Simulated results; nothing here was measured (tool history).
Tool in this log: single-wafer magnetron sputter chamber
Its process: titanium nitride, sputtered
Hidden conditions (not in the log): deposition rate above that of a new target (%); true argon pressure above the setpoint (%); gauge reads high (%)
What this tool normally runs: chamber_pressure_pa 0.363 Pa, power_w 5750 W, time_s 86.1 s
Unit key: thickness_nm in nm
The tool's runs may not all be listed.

run,hour,chamber_pressure_pa,power_w,time_s,wafers since the last listed run,wafers on the sputter target,hours since the last manometer calibration,hours since the magnet pack was replaced,hours since the gauge calibration,"read-back reference wafer on the same gauge, thickness_nm",thickness_nm
1,0,0.363,5750,86.1,0,1122,310.4,3649.6,2427.1,81.968,84.65
2,82,0.363,5750,86.1,1337,2460,392.4,3731.6,2509.1,82.073,82.28
3,141,0.363,5750,86.1,962,3422,451.4,3790.6,2568.1,82.259,82.321
4,283.3,0.437,5750,86.1,2320,5742,593.7,3932.9,2710.4,82.008,79.182
5,325.5,0.437,5750,86.1,688,6431,635.9,3975.1,2752.6,81.958,79.151
6,379,0.437,5750,86.1,872,7303,689.4,4028.6,2806.1,82.157,79.069
# hour 394.8: gauge calibrated
7,428.4,0.363,6300,86.1,805,8109,738.8,4078,33.6,81.882,89.57
8,456.4,0.363,6300,86.1,456,8565,766.8,4106,61.6,82.309,89.363
9,489.8,0.363,6300,86.1,544,9110,800.2,4139.4,95,81.813,89.193
10,531.8,0.363,5750,86.1,684,9795,842.2,4181.4,137,81.838,81.173
# hour 557: sputter target and shields replaced, repeated, since the last time left the tool worse
11,563.5,0.363,5300,75.4,386,106,873.9,4213.1,168.7,82.036,73.989
12,623.5,0.363,5750,95.5,978,1084,933.9,4273.1,228.7,82.237,100.952
# hour 639.9: magnet pack replaced
13,687.4,0.311,6400,86.1,911,1996,997.8,47.5,292.6,82.166,102.413
14,713.9,0.363,5750,86.1,432,2428,1024.3,74,319.1,81.954,89.917
15,776.2,0.363,5750,86.1,1015,3444,1086.6,136.3,381.4,82.226,89.61
16,836.1,0.269,4500,86.1,976,4421,1146.5,196.2,441.3,82.079,72.615
17,863.1,0.236,6150,77.7,440,4861,1173.5,223.2,468.3,81.992,90.55
18,962.3,0.299,5750,86.1,1617,6479,1272.7,322.4,567.5,81.925,89.84
19,1022.9,0.363,5750,86.1,988,7467,1333.3,383,628.1,82.069,88.702
20,1076.8,0.251,5050,102.2,878,8346,1387.2,436.9,682,82.191,96.081
# hour 1086.8: sputter target and shields replaced
21,1112.8,0.363,5050,86.1,456,423,1423.2,472.9,718,82.35,80.227
22,1141.4,0.363,5750,86.1,466,889,1451.8,501.5,746.6,82.061,92.382
# hour 1159.4: capacitance manometer re-zeroed and calibrated
23,1202.4,0.363,5300,74.2,864,1754,43,562.5,807.6,81.933,72.025
24,1244.6,0.46,5150,95.7,688,2442,85.2,604.7,849.8,82.299,86.255
25,1286,0.257,4650,70.8,675,3117,126.6,646.1,891.2,82.092,62.243
26,1329.8,0.446,6400,76.7,714,3831,170.4,689.9,935,82.25,85.658
27,1362.5,0.363,5750,86.1,533,4365,203.1,722.6,967.7,82.206,89.521
28,1406.7,0.363,6750,81.4,720,5085,247.3,766.8,1011.9,82.159,98.62
29,1450.8,0.483,5350,80.4,719,5804,291.4,810.9,1056,82.205,73.679
30,1500.2,0.363,5350,86.1,805,6610,340.8,860.3,1105.4,82.05,81.626
31,1561.3,0.437,4350,76.5,996,7607,401.9,921.4,1166.5,81.988,57.878
# hour 1610.3: sputter target and shields replaced
32,1631.6,0.363,5750,100.4,1015,346,472.2,991.7,1236.8,82.199,107.694
33,1701.3,0.363,5750,86.1,1136,1483,541.9,1061.4,1306.5,82.214,91.437
34,1757.2,0.456,4750,96.6,911,2395,597.8,1117.3,1362.4,81.844,80.677

Predict each of these 5 candidate next runs independently; none follows another, all start after run 34:
A,1757.6,0.363,4550,86.1,6,2401,598.2,1117.7,1362.8,?,?
B,1757.6,0.363,6800,81.6,6,2401,598.2,1117.7,1362.8,?,?
C,1757.6,0.363,4850,86.1,6,2401,598.2,1117.7,1362.8,?,?
D,1757.6,0.417,6200,86.1,6,2401,598.2,1117.7,1362.8,?,?
E,1757.6,0.4,5750,86.1,6,2401,598.2,1117.7,1362.8,?,?

run,"read-back reference wafer on the same gauge, thickness_nm",thickness_nm
A,82.123,71.591
B,82.123,101.401
C,82.123,76.311
D,82.123,95.394
E,82.123,89.094
Stripped of hidden state, with their random variation kept, the same runs would have yielded:
run,thickness_nm
A,73.692
B,104.377
C,78.551
D,98.194
E,91.709
